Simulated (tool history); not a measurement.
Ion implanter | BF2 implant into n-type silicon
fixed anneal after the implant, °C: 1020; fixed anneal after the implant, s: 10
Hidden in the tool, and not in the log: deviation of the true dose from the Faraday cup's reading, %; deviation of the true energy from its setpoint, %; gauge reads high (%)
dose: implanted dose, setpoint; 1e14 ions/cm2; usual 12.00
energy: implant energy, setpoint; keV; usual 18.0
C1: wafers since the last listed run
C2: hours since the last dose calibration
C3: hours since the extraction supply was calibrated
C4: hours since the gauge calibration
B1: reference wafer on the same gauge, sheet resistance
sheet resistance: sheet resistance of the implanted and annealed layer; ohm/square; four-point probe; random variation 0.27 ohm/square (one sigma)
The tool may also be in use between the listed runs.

{"run": 1, "hour": 0.0, "dose": 14.46, "energy": 18.0, "C1": 0, "C2": 69.9, "C3": 6718.0, "C4": 100.0, "B1": 159.01, "sheet resistance": 171.37}
{"run": 2, "hour": 16.7, "dose": 14.46, "energy": 18.0, "C1": 358, "C2": 86.6, "C3": 6734.7, "C4": 116.7, "B1": 158.99, "sheet resistance": 171.06}
{"run": 3, "hour": 48.8, "dose": 14.46, "energy": 18.0, "C1": 688, "C2": 118.7, "C3": 6766.8, "C4": 148.8, "B1": 159.01, "sheet resistance": 171.1}
{"run": 4, "hour": 82.5, "dose": 12.0, "energy": 18.0, "C1": 723, "C2": 152.4, "C3": 6800.5, "C4": 182.5, "B1": 159.04, "sheet resistance": 176.66}
{"run": 5, "hour": 105.5, "dose": 12.0, "energy": 18.0, "C1": 493, "C2": 175.4, "C3": 6823.5, "C4": 205.5, "B1": 158.97, "sheet resistance": 177.15}
{"run": 6, "hour": 139.9, "dose": 12.0, "energy": 18.0, "C1": 738, "C2": 209.8, "C3": 6857.9, "C4": 239.9, "B1": 159.03, "sheet resistance": 176.7}
{"run": 7, "hour": 169.3, "dose": 9.79, "energy": 18.0, "C1": 630, "C2": 239.2, "C3": 6887.3, "C4": 269.3, "B1": 159.0, "sheet resistance": 185.65}
{"run": 8, "hour": 275.8, "dose": 10.61, "energy": 18.0, "C1": 2284, "C2": 345.7, "C3": 6993.8, "C4": 375.8, "B1": 158.96, "sheet resistance": 181.62}
{"run": 9, "hour": 291.6, "dose": 12.0, "energy": 18.0, "C1": 338, "C2": 361.5, "C3": 7009.6, "C4": 391.6, "B1": 158.98, "sheet resistance": 176.56}
{"run": 10, "hour": 323.8, "dose": 12.0, "energy": 18.0, "C1": 690, "C2": 393.7, "C3": 7041.8, "C4": 423.8, "B1": 158.98, "sheet resistance": 176.14}
{"run": 11, "hour": 341.9, "dose": 12.0, "energy": 18.0, "C1": 388, "C2": 411.8, "C3": 7059.9, "C4": 441.9, "B1": 159.04, "sheet resistance": 176.39}
{"run": 12, "hour": 359.3, "dose": 11.27, "energy": 18.0, "C1": 373, "C2": 429.2, "C3": 7077.3, "C4": 459.3, "B1": 159.05, "sheet resistance": 178.21}
{"run": 13, "hour": 394.1, "dose": 11.27, "energy": 18.0, "C1": 746, "C2": 464.0, "C3": 7112.1, "C4": 494.1, "B1": 158.99, "sheet resistance": 178.72}
{"hour": 411.7, "done": "Faraday cup replaced and dose calibrated"}
{"run": 14, "hour": 422.7, "dose": 12.0, "energy": 18.0, "C1": 441, "C2": 11.0, "C3": 7140.7, "C4": 522.7, "B1": 158.98, "sheet resistance": 178.52}
{"run": 15, "hour": 454.0, "dose": 9.5, "energy": 15.0, "C1": 671, "C2": 42.3, "C3": 7172.0, "C4": 554.0, "B1": 159.06, "sheet resistance": 204.89}
{"run": 16, "hour": 482.3, "dose": 15.26, "energy": 21.0, "C1": 607, "C2": 70.6, "C3": 7200.3, "C4": 582.3, "B1": 159.01, "sheet resistance": 158.18}
{"run": 17, "hour": 510.7, "dose": 11.05, "energy": 18.0, "C1": 609, "C2": 99.0, "C3": 7228.7, "C4": 610.7, "B1": 159.0, "sheet resistance": 181.06}
{"run": 18, "hour": 546.7, "dose": 10.77, "energy": 16.5, "C1": 772, "C2": 135.0, "C3": 7264.7, "C4": 646.7, "B1": 159.01, "sheet resistance": 188.96}
{"run": 19, "hour": 575.0, "dose": 12.0, "energy": 18.0, "C1": 607, "C2": 163.3, "C3": 7293.0, "C4": 675.0, "B1": 158.95, "sheet resistance": 177.21}
{"hour": 582.7, "done": "gauge calibrated"}
{"hour": 606.5, "done": "extraction supply calibrated"}
{"run": 20, "hour": 607.0, "dose": 12.0, "energy": 15.5, "C1": 514, "C2": 195.3, "C3": 0.5, "C4": 24.3, "B1": 159.0, "sheet resistance": 189.87}
{"run": 21, "hour": 639.1, "dose": 12.0, "energy": 18.0, "C1": 688, "C2": 227.4, "C3": 32.6, "C4": 56.4, "B1": 159.0, "sheet resistance": 176.97}
{"run": 22, "hour": 659.1, "dose": 9.92, "energy": 21.5, "C1": 429, "C2": 247.4, "C3": 52.6, "C4": 76.4, "B1": 158.99, "sheet resistance": 171.58}
{"run": 23, "hour": 683.4, "dose": 9.22, "energy": 15.0, "C1": 521, "C2": 271.7, "C3": 76.9, "C4": 100.7, "B1": 159.01, "sheet resistance": 204.6}
{"run": 24, "hour": 762.6, "dose": 11.07, "energy": 12.5, "C1": 1699, "C2": 350.9, "C3": 156.1, "C4": 179.9, "B1": 158.97, "sheet resistance": 209.04}
{"run": 25, "hour": 796.2, "dose": 10.44, "energy": 22.5, "C1": 720, "C2": 384.5, "C3": 189.7, "C4": 213.5, "B1": 158.95, "sheet resistance": 165.03}
{"run": 26, "hour": 817.6, "dose": 12.0, "energy": 18.0, "C1": 459, "C2": 405.9, "C3": 211.1, "C4": 234.9, "B1": 159.01, "sheet resistance": 176.98}
{"run": 27, "hour": 853.4, "dose": 13.94, "energy": 12.0, "C1": 768, "C2": 441.7, "C3": 246.9, "C4": 270.7, "B1": 158.99, "sheet resistance": 203.67}
{"run": 28, "hour": 887.1, "dose": 10.19, "energy": 12.5, "C1": 723, "C2": 475.4, "C3": 280.6, "C4": 304.4, "B1": 158.96, "sheet resistance": 213.49}

Forecast each of these 4 alternatives for the next run:
{"run": "A", "hour": 887.5, "dose": 12.0, "energy": 21.0, "C1": 8, "C2": 475.8, "C3": 281.0, "C4": 304.8, "B1": "?", "sheet resistance": "?"}
{"run": "B", "hour": 887.5, "dose": 15.09, "energy": 22.5, "C1": 8, "C2": 475.8, "C3": 281.0, "C4": 304.8, "B1": "?", "sheet resistance": "?"}
{"run": "C", "hour": 887.5, "dose": 13.09, "energy": 14.0, "C1": 8, "C2": 475.8, "C3": 281.0, "C4": 304.8, "B1": "?", "sheet resistance": "?"}
{"run": "D", "hour": 887.5, "dose": 12.0, "energy": 24.0, "C1": 8, "C2": 475.8, "C3": 281.0, "C4": 304.8, "B1": "?", "sheet resistance": "?"}

run=A B1=158.99 sheet_resistance=164.37
run=B B1=158.99 sheet_resistance=152.16
run=C B1=158.99 sheet_resistance=194.15
run=D B1=158.99 sheet_resistance=153.94
Without the tool's hidden state the same runs would have given:
run=A sheet_resistance=166.06
run=B sheet_resistance=153.18
run=C sheet_resistance=195.67
run=D sheet_resistance=155.65
